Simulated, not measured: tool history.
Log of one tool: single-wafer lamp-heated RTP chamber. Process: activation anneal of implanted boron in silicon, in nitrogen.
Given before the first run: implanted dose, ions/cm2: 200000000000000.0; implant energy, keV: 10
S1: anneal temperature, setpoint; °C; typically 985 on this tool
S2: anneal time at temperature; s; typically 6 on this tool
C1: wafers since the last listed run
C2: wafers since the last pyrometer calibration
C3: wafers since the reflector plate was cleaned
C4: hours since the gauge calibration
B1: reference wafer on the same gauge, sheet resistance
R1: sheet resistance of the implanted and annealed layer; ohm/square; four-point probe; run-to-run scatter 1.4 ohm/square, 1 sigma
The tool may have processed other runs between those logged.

Run 1, hour 0.0: usual settings; C1 0; C2 6433; C3 7773; C4 222.3; B1 410.89. Result: R1 503.63 ohm/square.
At hour 20.9: pyrometer window cleaned and pyrometer calibrated.
Run 2, hour 27.9: usual settings; C1 457; C2 160; C3 8231; C4 250.2; B1 410.88. Result: R1 508.04 ohm/square.
Run 3, hour 52.3: usual settings; C1 561; C2 721; C3 8792; C4 274.6; B1 410.93. Result: R1 505.70 ohm/square.
Run 4, hour 75.2: usual settings; C1 526; C2 1248; C3 9319; C4 297.5; B1 411.20. Result: R1 506.22 ohm/square.
Run 5, hour 87.8: usual settings; C1 289; C2 1538; C3 9609; C4 310.1; B1 411.02. Result: R1 505.62 ohm/square.
At hour 139.4: reflector plate cleaned.
Run 6, hour 173.4: usual settings; C1 1785; C2 3323; C3 781; C4 395.7; B1 410.99. Result: R1 504.39 ohm/square.
Run 7, hour 201.5: usual settings; C1 646; C2 3969; C3 1427; C4 423.8; B1 410.82. Result: R1 505.62 ohm/square.
Run 8, hour 218.5: usual settings but S2 3 s; C1 391; C2 4360; C3 1818; C4 440.8; B1 410.84. Result: R1 507.35 ohm/square.
Run 9, hour 236.8: usual settings but S2 3 s; C1 420; C2 4781; C3 2239; C4 459.1; B1 410.91. Result: R1 509.98 ohm/square.
Run 10, hour 268.0: usual settings but S2 3 s; C1 717; C2 5499; C3 2957; C4 490.3; B1 411.01. Result: R1 506.44 ohm/square.
Run 11, hour 288.5: usual settings but S2 5 s; C1 471; C2 5970; C3 3429; C4 510.8; B1 410.94. Result: R1 504.93 ohm/square.
At hour 298.2: gauge calibrated.
Run 12, hour 302.4: usual settings but S1 976 °C; C1 319; C2 6290; C3 3748; C4 4.2; B1 410.73. Result: R1 512.34 ohm/square.
Run 13, hour 328.6: usual settings but S1 976 °C; C1 602; C2 6893; C3 4351; C4 30.4; B1 411.03. Result: R1 510.20 ohm/square.
At hour 337.7: pyrometer window cleaned and pyrometer calibrated.
Run 14, hour 352.1: usual settings but S1 976 °C; C1 356; C2 331; C3 4708; C4 53.9; B1 410.91. Result: R1 507.50 ohm/square.
Run 15, hour 376.1: usual settings; C1 552; C2 883; C3 5260; C4 77.9; B1 411.03. Result: R1 501.26 ohm/square.
Run 16, hour 396.0: usual settings; C1 457; C2 1341; C3 5717; C4 97.8; B1 410.82. Result: R1 504.42 ohm/square.
Run 17, hour 410.7: usual settings but S1 996 °C; C1 338; C2 1679; C3 6056; C4 112.5; B1 411.15. Result: R1 495.34 ohm/square.
Run 18, hour 437.4: usual settings; C1 614; C2 2293; C3 6670; C4 139.2; B1 410.23. Result: R1 499.06 ohm/square.
Run 19, hour 455.0: usual settings but S1 960 °C, S2 5 s; C1 404; C2 2698; C3 7075; C4 156.8; B1 410.97. Result: R1 517.08 ohm/square.
At hour 483.4: pyrometer window cleaned and pyrometer calibrated, repeated, since the last time left the tool worse.
Run 20, hour 490.5: usual settings but S1 973 °C; C1 632; C2 163; C3 7707; C4 192.3; B1 410.88. Result: R1 517.82 ohm/square.
Run 21, hour 506.9: usual settings; C1 377; C2 540; C3 8084; C4 208.7; B1 411.23. Result: R1 507.72 ohm/square.
Run 22, hour 537.6: usual settings but S2 9 s; C1 706; C2 1247; C3 8791; C4 239.4; B1 411.15. Result: R1 504.89 ohm/square.
Run 23, hour 562.1: usual settings but S1 997 °C, S2 4 s; C1 563; C2 1810; C3 9354; C4 263.9; B1 411.37. Result: R1 502.07 ohm/square.
Run 24, hour 581.7: usual settings but S1 993 °C, S2 7 s; C1 450; C2 2261; C3 9805; C4 283.5; B1 410.80. Result: R1 503.65 ohm/square.
Run 25, hour 611.3: usual settings; C1 680; C2 2942; C3 10486; C4 313.1; B1 411.12. Result: R1 503.92 ohm/square.
At hour 624.3: reflector plate cleaned.
Run 26, hour 627.2: usual settings but S1 995 °C, S2 3 s; C1 181; C2 3124; C3 67; C4 329.0; B1 411.21. Result: R1 503.35 ohm/square.
Run 27, hour 659.9: usual settings but S1 1000 °C; C1 752; C2 3876; C3 819; C4 361.7; B1 410.20. Result: R1 499.18 ohm/square.
Run 28, hour 685.7: usual settings but S1 1009 °C, S2 8 s; C1 593; C2 4469; C3 1413; C4 387.5; B1 411.48. Result: R1 496.10 ohm/square.
Run 29, hour 706.9: usual settings but S1 1000 °C, S2 7 s; C1 487; C2 4957; C3 1900; C4 408.7; B1 411.01. Result: R1 498.09 ohm/square.
At hour 736.8: pyrometer window cleaned and pyrometer calibrated.
Run 30, hour 737.3: usual settings but S1 975 °C; C1 515; C2 12; C3 2416; C4 439.1; B1 411.17. Result: R1 517.26 ohm/square.
Run 31, hour 746.5: usual settings; C1 211; C2 223; C3 2627; C4 448.3; B1 411.23. Result: R1 507.69 ohm/square.
Run 32, hour 764.0: usual settings but S1 1015 °C, S2 9 s; C1 402; C2 626; C3 3030; C4 465.8; B1 410.71. Result: R1 494.44 ohm/square.
Run 33, hour 799.7: usual settings but S1 962 °C, S2 4 s; C1 821; C2 1447; C3 3851; C4 501.5; B1 410.95. Result: R1 537.42 ohm/square.
Run 34, hour 812.9: usual settings; C1 303; C2 1751; C3 4155; C4 514.7; B1 410.65. Result: R1 505.40 ohm/square.
Run 35, hour 843.6: usual settings but S1 1003 °C; C1 706; C2 2457; C3 4861; C4 545.4; B1 410.95. Result: R1 498.54 ohm/square.
At hour 847.0: gauge calibrated.
Run 36, hour 878.9: usual settings but S1 1010 °C, S2 3 s; C1 811; C2 3269; C3 5673; C4 31.9; B1 410.82. Result: R1 498.70 ohm/square.

Branching from run 36: 3 alternative next runs. What would each branch give?
Run A, hour 879.3: usual settings but S2 4 s; C1 9; C2 3278; C3 5682; C4 32.3; B1 ?. Result: R1 ?.
Run B, hour 879.3: usual settings but S1 961 °C, S2 4 s; C1 9; C2 3278; C3 5682; C4 32.3; B1 ?. Result: R1 ?.
Run C, hour 879.3: usual settings but S1 1010 °C, S2 5 s; C1 9; C2 3278; C3 5682; C4 32.3; B1 ?. Result: R1 ?.

run      B1      R1
  A  411.21  506.94
  B  411.21  535.09
  C  411.21  495.63
Take away the tool's hidden state, keep each run's random variation, and the runs would have read:
run      R1
  A  509.85
  B  543.40
  C  496.64
